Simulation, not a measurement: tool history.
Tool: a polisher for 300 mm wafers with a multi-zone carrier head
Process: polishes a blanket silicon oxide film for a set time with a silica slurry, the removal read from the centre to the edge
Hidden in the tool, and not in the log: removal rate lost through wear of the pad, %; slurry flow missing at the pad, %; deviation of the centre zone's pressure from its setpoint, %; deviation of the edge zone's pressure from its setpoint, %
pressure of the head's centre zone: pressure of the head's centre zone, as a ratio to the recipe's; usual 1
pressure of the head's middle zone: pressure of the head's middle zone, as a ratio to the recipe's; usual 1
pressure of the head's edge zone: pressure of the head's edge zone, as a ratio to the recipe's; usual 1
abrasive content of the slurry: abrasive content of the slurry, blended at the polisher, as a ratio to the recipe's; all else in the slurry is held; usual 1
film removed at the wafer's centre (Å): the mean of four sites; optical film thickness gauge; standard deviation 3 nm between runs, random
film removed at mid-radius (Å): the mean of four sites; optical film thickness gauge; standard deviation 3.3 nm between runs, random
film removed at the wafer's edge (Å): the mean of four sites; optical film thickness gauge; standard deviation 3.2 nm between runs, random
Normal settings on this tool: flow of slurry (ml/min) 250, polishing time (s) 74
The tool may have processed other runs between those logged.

run   hour  flow of slurry (ml/min)  pressure of the head's centre zone  pressure of the head's middle zone  pressure of the head's edge zone  abrasive content of the slurry  polishing time (s)  wafers since the last listed run  wafers polished on this pad  hours since the slurry nozzle was cleaned  hours since the centre zone pressure was calibrated  hours since the edge zone pressure was calibrated  hours since the carrier head's membrane was replaced  incoming thickness of the incoming film, nm  film removed at the wafer's centre (Å)  film removed at mid-radius (Å)  film removed at the wafer's edge (Å)
  1      0                      250                                   1                                   1                                 1                               1                  74                                 0                          111                                      151.7                                                667.7                                                725                                                1535.5                                          901                                    2842                            2570                                  2733
  2   35.4                      250                                   1                                   1                                 1                               1                  74                               348                          459                                      187.1                                                703.1                                              760.4                                                1570.9                                        889.7                                    2869                            2556                                  2685
      63.5  -- slurry nozzle cleaned
        90  -- centre zone pressure recalibrated
  3  121.7                      250                                   1                                   1                                 1                               1                  74                               820                         1280                                       58.2                                                 31.7                                              846.7                                                1657.2                                        887.9                                    2720                            2556                                  2701
  4  152.2                      250                                   1                                   1                                 1                               1                  74                               300                         1581                                       88.7                                                 62.2                                              877.2                                                1687.7                                        883.3                                    2755                            2557                                  2649
     189.9  -- worn pad replaced by a new one
  5  190.4                      180                                   1                                   1                                 1                               1                  74                               336                            5                                      126.9                                                100.4                                              915.4                                                1725.9                                        886.8                                    2646                            2492                                  2546
  6    209                      250                                   1                                   1                              0.93                               1                  82                               183                          188                                      145.5                                                  119                                                934                                                1744.5                                        883.9                                    3074                            2974                                  2819
  7  280.4                      250                                   1                                0.96                                 1                            0.85                  74                               703                          891                                      216.9                                                190.4                                             1005.4                                                1815.9                                        898.9                                    2574                            2336                                  2453
     304.7  -- slurry nozzle cleaned
  8  305.2                      250                                   1                                   1                               0.9                            1.25                  55                               234                         1126                                        0.5                                                215.2                                             1030.2                                                1840.7                                        888.3                                    2340                            2188                                  2099
  9  317.4                      250                                   1                                   1                                 1                               1                  74                               120                         1246                                       12.7                                                227.4                                             1042.4                                                1852.9                                        891.7                                    2911                            2634                                  2697
     320.9  -- edge zone pressure recalibrated
     322.9  -- carrier head's membrane replaced by a new one
 10  332.2                      250                                   1                                   1                              0.93                               1                  82                               105                         1352                                       27.5                                                242.2                                               11.3                                                   9.3                                        880.4                                    3158                            2846                                  2905
 11  364.1                      250                                0.93                                   1                                 1                               1                  74                               314                         1666                                       59.4                                                274.1                                               43.2                                                  41.2                                          893                                    2698                            2629                                  2635
     375.5  -- worn pad replaced by a new one
 12  399.1                      250                                   1                                   1                                 1                               1                  74                               305                          232                                       94.4                                                309.1                                               78.2                                                  76.2                                        904.4                                    2822                            2592                                  2687
 13  414.8                      250                                   1                                   1                              0.93                               1                  82                               154                          386                                      110.1                                                324.8                                               93.9                                                  91.9                                        887.1                                    3153                            2865                                  2853
 14  433.2                      285                                1.07                                   1                              1.11                               1                  74                               181                          568                                      128.5                                                343.2                                              112.3                                                 110.3                                        892.9                                    3100                            2624                                  2878
 15    455                      250                                   1                                   1                               1.1                             1.1                  90                               214                          783                                      150.3                                                  365                                              134.1                                                 132.1                                        881.6                                    3622                            3305                                  3674
 16  471.4                      170                                   1                                   1                                 1                               1                  81                               161                          944                                      166.7                                                381.4                                              150.5                                                 148.5                                        891.7                                    2958                            2670                                  2800
 17  507.3                      250                                   1                                   1                                 1                               1                  74                               353                         1298                                      202.6                                                417.3                                              186.4                                                 184.4                                        907.8                                    2883                            2586                                  2658
 18  519.4                      250                                   1                                0.91                                 1                               1                  74                               119                         1417                                      214.7                                                429.4                                              198.5                                                 196.5                                        885.5                                    2948                            2470                                  2731
 19  536.1                      250                                   1                                   1                                 1                               1                  74                               164                         1582                                      231.4                                                446.1                                              215.2                                                 213.2                                        888.8                                    2861                            2669                                  2683
     541.2  -- worn pad replaced by a new one
 20  568.8                      250                                   1                                0.93                                 1                            0.75                  74                               282                          271                                      264.1                                                478.8                                              247.9                                                 245.9                                          897                                    2410                            2131                                  2209
     584.3  -- slurry nozzle cleaned
 21  597.9                      250                                   1                                   1                                 1                               1                  54                               276                          548                                       13.6                                                507.9                                                277                                                   275                                        872.6                                    2143                            1916                                  1941

Hidden state or all else? Some run-to-run changes of film removed at the wafer's centre (Å), split into what the settings, what came in and random variation would give without the hidden state, and what is left for the hidden state (with any gauge scatter that isn't in both results):
Run 2 -> 3: slurry nozzle cleaned, centre zone pressure recalibrated. film removed at the wafer's centre (Å) -149: hidden state -145, all else -4.
Run 8 -> 9: pressure of the head's edge zone 0.9 -> 1, abrasive content of the slurry 1.25 -> 1, polishing time (s) 55 -> 74. film removed at the wafer's centre (Å) +571: hidden state +35, all else +536.
Run 14 -> 15: flow of slurry (ml/min) 285 -> 250, pressure of the head's centre zone 1.07 -> 1, pressure of the head's edge zone 1.11 -> 1.1, abrasive content of the slurry 1 -> 1.1, polishing time (s) 74 -> 90. film removed at the wafer's centre (Å) +522: hidden state +44, all else +478.
Run 15 -> 16: flow of slurry (ml/min) 250 -> 170, pressure of the head's edge zone 1.1 -> 1, abrasive content of the slurry 1.1 -> 1, polishing time (s) 90 -> 81. film removed at the wafer's centre (Å) -664: hidden state -44, all else -620.
